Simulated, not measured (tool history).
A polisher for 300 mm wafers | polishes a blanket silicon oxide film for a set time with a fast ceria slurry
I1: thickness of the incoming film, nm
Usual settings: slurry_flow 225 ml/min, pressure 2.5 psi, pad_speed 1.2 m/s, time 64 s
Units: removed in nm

run 1 hour=0 | slurry_flow=225 pressure=2.1 pad_speed=1.04 time=64 | I1=3586.7 | removed=772.3
run 2 hour=16.8 | slurry_flow=225 pressure=3.2 pad_speed=1.2 time=80 | I1=3590.3 | removed=1718.2
run 3 hour=26.6 | slurry_flow=225 pressure=3.2 pad_speed=1.2 time=80 | I1=3516.7 | removed=1689.9
run 4 hour=32.7 | slurry_flow=225 pressure=3.2 pad_speed=1.2 time=80 | I1=3568.8 | removed=1691.1
run 5 hour=50.5 | slurry_flow=225 pressure=2.5 pad_speed=0.86 time=64 | I1=3541.6 | removed=750.1
run 6 hour=61.5 | slurry_flow=225 pressure=2.5 pad_speed=1.2 time=64 | I1=3569.3 | removed=1064
run 7 hour=73.2 | slurry_flow=225 pressure=2.5 pad_speed=1.2 time=64 | I1=3581.6 | removed=1047.8
run 8 hour=87.9 | slurry_flow=225 pressure=2.5 pad_speed=1.2 time=64 | I1=3574.8 | removed=1058.9
run 9 hour=102.7 | slurry_flow=225 pressure=2.5 pad_speed=1.2 time=73 | I1=3544.1 | removed=1182.8
run 10 hour=112.7 | slurry_flow=175 pressure=2.5 pad_speed=1.2 time=64 | I1=3563.1 | removed=988.6
run 11 hour=119.5 | slurry_flow=225 pressure=3.1 pad_speed=1.2 time=50 | I1=3521.4 | removed=1018.6
-- hour=124.7 worn pad replaced by a new one
run 12 hour=129 | slurry_flow=225 pressure=2.5 pad_speed=1.2 time=64 | I1=3547.3 | removed=1053
-- hour=135 head pressure recalibrated
run 13 hour=135.5 | slurry_flow=225 pressure=2.5 pad_speed=1.2 time=44 | I1=3518.3 | removed=727.4
run 14 hour=149.3 | slurry_flow=160 pressure=3.3 pad_speed=1.2 time=64 | I1=3579 | removed=1254.1
-- hour=158.8 slurry nozzle cleaned
run 15 hour=163 | slurry_flow=225 pressure=1.7 pad_speed=1.2 time=64 | I1=3524.2 | removed=640.3
run 16 hour=180.8 | slurry_flow=155 pressure=2.5 pad_speed=1.2 time=44 | I1=3579.3 | removed=565.9
run 17 hour=193.7 | slurry_flow=265 pressure=2.5 pad_speed=0.88 time=64 | I1=3582.9 | removed=729.9
run 18 hour=204.9 | slurry_flow=225 pressure=2.5 pad_speed=1.2 time=64 | I1=3603.5 | removed=941.9
run 19 hour=211.3 | slurry_flow=165 pressure=2.5 pad_speed=1.4 time=64 | I1=3545.6 | removed=998.7
-- hour=214.4 slurry nozzle cleaned, repeated, since the last time left the tool worse
run 20 hour=229.2 | slurry_flow=225 pressure=2.5 pad_speed=1.42 time=64 | I1=3590.8 | removed=1301

Measured less the same run without the tool's hidden state. The same run-to-run variation is in both; the gauge's scatter may not be:
The hidden state here: removal rate lost through wear of the pad, %; slurry flow missing at the pad, %; deviation of the head's pressure from its setpoint, %.
run=1 removed=-25.8
run=2 removed=-61.5
run=3 removed=-62.9
run=4 removed=-64.6
run=5 removed=-30.7
run=6 removed=-45.6
run=7 removed=-47
run=8 removed=-50.4
run=9 removed=-59.5
run=10 removed=-67.6
run=11 removed=-54.8
run=12 removed=-58.7
run=13 removed=-41.6
run=14 removed=-109.2
run=15 removed=-104.9
run=16 removed=-139.8
run=17 removed=-100.5
run=18 removed=-155.1
run=19 removed=-231.3
run=20 removed=-7.4
